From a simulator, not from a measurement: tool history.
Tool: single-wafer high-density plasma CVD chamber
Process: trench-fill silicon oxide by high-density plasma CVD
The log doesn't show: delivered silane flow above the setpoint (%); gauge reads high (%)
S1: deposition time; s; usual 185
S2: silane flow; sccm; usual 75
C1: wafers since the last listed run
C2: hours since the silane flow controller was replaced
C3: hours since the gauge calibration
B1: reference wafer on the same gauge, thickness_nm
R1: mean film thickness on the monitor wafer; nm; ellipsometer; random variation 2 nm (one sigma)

| run | day | S1 | S2 | C1 | C2 | C3 | B1 | R1 |
|---|---|---|---|---|---|---|---|---|
| 1 | 0.000 | 185 | 86 | 0 | 1607.5 | 122.6 | 1379.759 | 1392.827 |
| 2 | 0.800 | 212 | 75 | 170 | 1626.7 | 141.8 | 1380.111 | 1408.983 |
| 3 | 1.483 | 212 | 75 | 145 | 1643.1 | 158.2 | 1379.617 | 1414.027 |
| 4 | 3.575 | 185 | 75 | 444 | 1693.3 | 208.4 | 1379.826 | 1234.576 |
|  | 4.192 | gauge calibrated |
| 5 | 4.646 | 185 | 75 | 227 | 1719.0 | 10.9 | 1380.194 | 1229.704 |
| 6 | 5.662 | 185 | 75 | 216 | 1743.4 | 35.3 | 1380.115 | 1231.718 |
| 7 | 6.792 | 185 | 83 | 239 | 1770.5 | 62.4 | 1380.013 | 1348.528 |
| 8 | 7.679 | 209 | 75 | 188 | 1791.8 | 83.7 | 1379.885 | 1393.206 |
| 9 | 8.254 | 211 | 87 | 122 | 1805.6 | 97.5 | 1379.919 | 1601.440 |
| 10 | 8.767 | 221 | 81 | 108 | 1817.9 | 109.8 | 1380.334 | 1574.447 |
|  | 9.633 | silane flow controller replaced |
| 11 | 9.962 | 185 | 85 | 183 | 7.9 | 138.5 | 1379.838 | 1462.845 |
| 12 | 11.254 | 155 | 75 | 274 | 38.9 | 169.5 | 1379.905 | 1096.438 |

Forecast run 13:
| 13 | 11.983 | 199 | 70 | 154 | 56.4 | 187.0 | ? | ? |

Run 13 gave B1 1379.932, R1 1320.638 nm.
Without the tool's hidden state the same run would have given R1 1320.095 nm.
